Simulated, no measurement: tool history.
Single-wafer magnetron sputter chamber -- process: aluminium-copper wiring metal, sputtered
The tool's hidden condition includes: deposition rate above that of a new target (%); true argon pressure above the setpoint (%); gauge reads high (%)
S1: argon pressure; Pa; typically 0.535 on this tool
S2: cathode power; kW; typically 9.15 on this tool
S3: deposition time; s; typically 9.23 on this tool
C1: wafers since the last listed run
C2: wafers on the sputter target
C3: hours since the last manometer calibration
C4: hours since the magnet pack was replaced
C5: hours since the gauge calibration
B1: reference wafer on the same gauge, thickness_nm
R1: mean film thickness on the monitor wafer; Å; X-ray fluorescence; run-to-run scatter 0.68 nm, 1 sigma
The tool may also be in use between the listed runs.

run,hour,S1,S2,S3,C1,C2,C3,C4,C5,B1,R1
1,0,0.535,9.15,8.62,0,3370,1995.3,5744.8,1527.4,146.032,1563.79
2,57.8,0.584,9.15,9.23,1973,5343,2053.1,5802.6,1585.2,146.107,1627.25
3,118.3,0.535,9.15,10.3,2065,7409,2113.6,5863.1,1645.7,146.015,1849.86
4,164.1,0.535,9.15,10.3,1563,8973,2159.4,5908.9,1691.5,146.003,1846.13
5,225.2,0.535,9.15,9.23,2086,11059,2220.5,5970,1752.6,146.032,1658.27
6,273.1,0.535,9.15,9.23,1635,12694,2268.4,6017.9,1800.5,145.936,1656
7,321.2,0.663,9.15,9.23,1642,14337,2316.5,6066,1848.6,145.982,1582.73
# hour 347.8: sputter target and shields replaced
8,362.4,0.663,9.15,9.23,1133,497,2357.7,6107.2,1889.8,146.174,1590.73
9,395.5,0.535,7.45,9.23,1130,1627,2390.8,6140.3,1922.9,146,1351.4
10,419.9,0.535,9.15,9.23,833,2460,2415.2,6164.7,1947.3,146.136,1652.75
11,466,0.535,9.15,9.23,1574,4034,2461.3,6210.8,1993.4,146.112,1662.13
12,499.6,0.535,8.4,9.23,1147,5182,2494.9,6244.4,2027,146.015,1540
13,536.7,0.535,8.4,9.23,1266,6448,2532,6281.5,2064.1,146.171,1532.84
14,563.5,0.535,8.4,9.23,915,7363,2558.8,6308.3,2090.9,146.039,1522.28
# hour 633.3: magnet pack replaced
15,755.9,0.535,9.15,9.23,6296,13660,2751.2,122.6,2283.3,146.027,1670.98
# hour 768.6: sputter target and shields replaced
# hour 812.3: capacitance manometer re-zeroed and calibrated
16,825.8,0.535,9.15,9.23,1840,1679,13.5,192.5,2353.2,145.881,1627.44
17,860.7,0.535,9.15,9.23,1191,2871,48.4,227.4,2388.1,145.894,1630.39
# hour 876.2: gauge calibrated
18,924.8,0.535,10.45,9.23,2188,5059,112.5,291.5,48.6,145.946,1867.07
19,981.8,0.535,9.15,9.23,1946,7006,169.5,348.5,105.6,145.91,1633.7
# hour 1125.2: sputter target and shields replaced
20,1178,0.535,9.15,9.23,6425,1802,365.7,544.7,301.8,145.985,1644.47
21,1228,0.535,9.75,10.95,1707,3510,415.7,594.7,351.8,145.941,2077.71
22,1297.2,0.535,11.35,10.57,2362,5872,484.9,663.9,421,145.957,2347.42
23,1358.6,0.535,9.15,9.23,2096,7969,546.3,725.3,482.4,146.023,1639.96
24,1402.2,0.535,7.25,9.23,1488,9457,589.9,768.9,526,145.842,1309.57

For run 25, what comes out?
25,1443.2,0.458,9.15,10.28,1399,10857,630.9,809.9,567,?,?

B1: 146.172
R1: 1891.19 Å
Were there no unlogged condition in the tool, this run, its random variation unchanged, would have produced R1 1867.61 Å.
